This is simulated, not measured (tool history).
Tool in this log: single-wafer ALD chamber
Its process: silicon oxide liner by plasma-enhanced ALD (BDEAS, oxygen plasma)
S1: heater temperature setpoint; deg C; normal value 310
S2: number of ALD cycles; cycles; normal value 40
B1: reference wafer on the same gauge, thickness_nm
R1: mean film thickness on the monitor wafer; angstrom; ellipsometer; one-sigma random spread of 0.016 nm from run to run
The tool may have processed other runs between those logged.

{"run": 1, "hour": 0.0, "S1": 304, "S2": 40, "B1": 3.979, "R1": 40.27}
{"run": 2, "hour": 22.4, "S1": 310, "S2": 40, "B1": 3.98, "R1": 40.24}
{"run": 3, "hour": 37.3, "S1": 310, "S2": 40, "B1": 3.983, "R1": 40.13}
{"run": 4, "hour": 70.2, "S1": 310, "S2": 40, "B1": 3.977, "R1": 39.94}
{"run": 5, "hour": 86.0, "S1": 310, "S2": 40, "B1": 3.977, "R1": 40.08}
{"run": 6, "hour": 106.6, "S1": 310, "S2": 40, "B1": 3.98, "R1": 40.03}
{"run": 7, "hour": 125.8, "S1": 310, "S2": 40, "B1": 3.976, "R1": 40.17}
{"run": 8, "hour": 142.7, "S1": 310, "S2": 40, "B1": 3.982, "R1": 39.99}
{"run": 9, "hour": 167.9, "S1": 310, "S2": 40, "B1": 3.979, "R1": 40.01}
{"hour": 184.3, "done": "gauge calibrated"}
{"run": 10, "hour": 192.7, "S1": 310, "S2": 40, "B1": 3.984, "R1": 40.29}
{"run": 11, "hour": 221.6, "S1": 310, "S2": 40, "B1": 3.986, "R1": 39.91}
{"run": 12, "hour": 254.2, "S1": 310, "S2": 35, "B1": 3.98, "R1": 35.14}
{"run": 13, "hour": 277.0, "S1": 320, "S2": 32, "B1": 3.98, "R1": 31.8}
{"run": 14, "hour": 295.0, "S1": 321, "S2": 45, "B1": 3.979, "R1": 44.57}
{"run": 15, "hour": 329.7, "S1": 303, "S2": 40, "B1": 3.975, "R1": 40.46}
{"hour": 359.0, "done": "thermocouple changed; heater temperature recalibrated"}
{"run": 16, "hour": 359.5, "S1": 310, "S2": 40, "B1": 3.978, "R1": 40.13}
{"run": 17, "hour": 381.9, "S1": 321, "S2": 40, "B1": 3.984, "R1": 39.56}
{"run": 18, "hour": 397.3, "S1": 306, "S2": 46, "B1": 3.982, "R1": 46.14}
{"run": 19, "hour": 432.4, "S1": 321, "S2": 35, "B1": 3.987, "R1": 34.88}
{"run": 20, "hour": 461.7, "S1": 314, "S2": 44, "B1": 3.979, "R1": 44.03}
{"hour": 470.5, "done": "gauge calibrated"}
{"run": 21, "hour": 475.9, "S1": 310, "S2": 40, "B1": 3.987, "R1": 40.2}
{"run": 22, "hour": 488.0, "S1": 302, "S2": 48, "B1": 3.978, "R1": 48.58}
{"run": 23, "hour": 504.5, "S1": 296, "S2": 36, "B1": 3.979, "R1": 36.81}
{"run": 24, "hour": 529.2, "S1": 321, "S2": 45, "B1": 3.98, "R1": 44.63}
{"run": 25, "hour": 547.1, "S1": 315, "S2": 38, "B1": 3.976, "R1": 38.03}

Predict each of these 3 candidate next runs independently; none follows another, all start after run 25:
{"run": "A", "hour": 547.6, "S1": 310, "S2": 37, "B1": "?", "R1": "?"}
{"run": "B", "hour": 547.6, "S1": 306, "S2": 40, "B1": "?", "R1": "?"}
{"run": "C", "hour": 547.6, "S1": 304, "S2": 33, "B1": "?", "R1": "?"}

run=A B1=3.976 R1=36.95
run=B B1=3.976 R1=40.15
run=C B1=3.976 R1=33.20
Without the tool's unlogged condition, the same runs would have read:
run=A R1=36.95
run=B R1=40.15
run=C R1=33.20
